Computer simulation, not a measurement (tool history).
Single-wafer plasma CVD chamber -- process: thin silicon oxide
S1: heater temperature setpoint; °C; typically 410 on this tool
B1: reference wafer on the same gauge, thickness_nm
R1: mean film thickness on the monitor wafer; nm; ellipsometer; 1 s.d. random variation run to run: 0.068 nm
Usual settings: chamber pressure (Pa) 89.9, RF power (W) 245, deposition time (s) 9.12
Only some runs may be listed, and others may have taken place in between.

run 1 hour=0 | S1=410 chamber_pressure_(Pa)=89.9 RF_power_(W)=245 deposition_time_(s)=9.12 | B1=15.911 | R1=13.223
run 2 hour=34.7 | S1=410 chamber_pressure_(Pa)=89.9 RF_power_(W)=245 deposition_time_(s)=9.12 | B1=15.901 | R1=13.145
run 3 hour=182.8 | S1=410 chamber_pressure_(Pa)=89.9 RF_power_(W)=245 deposition_time_(s)=9.12 | B1=15.897 | R1=13.195
run 4 hour=225.6 | S1=410 chamber_pressure_(Pa)=89.9 RF_power_(W)=245 deposition_time_(s)=9.12 | B1=15.916 | R1=13.107
run 5 hour=303.7 | S1=410 chamber_pressure_(Pa)=82.4 RF_power_(W)=245 deposition_time_(s)=9.12 | B1=15.895 | R1=12.486
run 6 hour=360.6 | S1=410 chamber_pressure_(Pa)=89.9 RF_power_(W)=245 deposition_time_(s)=9.12 | B1=15.895 | R1=13.118
-- hour=401.2 capacitance manometer re-zeroed and calibrated
run 7 hour=401.7 | S1=418 chamber_pressure_(Pa)=89.9 RF_power_(W)=245 deposition_time_(s)=9.12 | B1=15.904 | R1=12.974
run 8 hour=421.9 | S1=418 chamber_pressure_(Pa)=89.9 RF_power_(W)=245 deposition_time_(s)=9.12 | B1=15.875 | R1=13.005
run 9 hour=465.7 | S1=418 chamber_pressure_(Pa)=89.9 RF_power_(W)=245 deposition_time_(s)=9.12 | B1=15.893 | R1=13.057
run 10 hour=495.3 | S1=410 chamber_pressure_(Pa)=89.9 RF_power_(W)=245 deposition_time_(s)=9.12 | B1=15.901 | R1=13.258
run 11 hour=531 | S1=410 chamber_pressure_(Pa)=89.9 RF_power_(W)=245 deposition_time_(s)=9.12 | B1=15.902 | R1=13.038
run 12 hour=581 | S1=410 chamber_pressure_(Pa)=97.7 RF_power_(W)=270 deposition_time_(s)=8.59 | B1=15.922 | R1=13.576
-- hour=610.9 thermocouple changed; heater temperature recalibrated
run 13 hour=630.8 | S1=410 chamber_pressure_(Pa)=89.9 RF_power_(W)=245 deposition_time_(s)=9.82 | B1=15.915 | R1=14.119
-- hour=655.7 gauge calibrated
run 14 hour=686.7 | S1=402 chamber_pressure_(Pa)=104.9 RF_power_(W)=230 deposition_time_(s)=10.5 | B1=15.899 | R1=16.47
-- hour=694.7 showerhead replaced
run 15 hour=732.4 | S1=418 chamber_pressure_(Pa)=80.8 RF_power_(W)=290 deposition_time_(s)=9.75 | B1=15.92 | R1=13.764
-- hour=816.7 RF generator calibrated
run 16 hour=918 | S1=410 chamber_pressure_(Pa)=89.9 RF_power_(W)=245 deposition_time_(s)=9.12 | B1=15.892 | R1=13.038
run 17 hour=979.2 | S1=410 chamber_pressure_(Pa)=89.9 RF_power_(W)=245 deposition_time_(s)=9.12 | B1=15.897 | R1=12.958
run 18 hour=1009.1 | S1=410 chamber_pressure_(Pa)=89.9 RF_power_(W)=245 deposition_time_(s)=9.12 | B1=15.901 | R1=12.876
run 19 hour=1070.5 | S1=414 chamber_pressure_(Pa)=89.9 RF_power_(W)=245 deposition_time_(s)=10.04 | B1=15.9 | R1=13.994
-- hour=1109.3 RF generator calibrated, repeated, since the last time left the tool worse
run 20 hour=1109.8 | S1=410 chamber_pressure_(Pa)=89.9 RF_power_(W)=260 deposition_time_(s)=9.12 | B1=15.877 | R1=13.715
run 21 hour=1134 | S1=410 chamber_pressure_(Pa)=89.9 RF_power_(W)=245 deposition_time_(s)=9.12 | B1=15.886 | R1=13.492
run 22 hour=1175.9 | S1=410 chamber_pressure_(Pa)=89.9 RF_power_(W)=245 deposition_time_(s)=9.12 | B1=15.908 | R1=13.379
run 23 hour=1234.4 | S1=410 chamber_pressure_(Pa)=80.9 RF_power_(W)=230 deposition_time_(s)=9.12 | B1=15.902 | R1=12.067
run 24 hour=1302.6 | S1=410 chamber_pressure_(Pa)=89.9 RF_power_(W)=245 deposition_time_(s)=10.44 | B1=15.915 | R1=15.255
run 25 hour=1333.5 | S1=410 chamber_pressure_(Pa)=89.9 RF_power_(W)=225 deposition_time_(s)=9.12 | B1=15.905 | R1=12.92
run 26 hour=1360.3 | S1=418 chamber_pressure_(Pa)=89.9 RF_power_(W)=275 deposition_time_(s)=7.83 | B1=15.882 | R1=11.972
run 27 hour=1391.5 | S1=410 chamber_pressure_(Pa)=89.9 RF_power_(W)=285 deposition_time_(s)=9.12 | B1=15.888 | R1=14.096

Run 28 is up next; what results do you expect?
run 28 hour=1423.3 | S1=418 chamber_pressure_(Pa)=89.9 RF_power_(W)=245 deposition_time_(s)=9.12 | B1=? | R1=?

For run 28 the tool returned B1 15.877, R1 13.375 nm.
Without the tool's hidden state the same run would have given R1 13.486 nm.
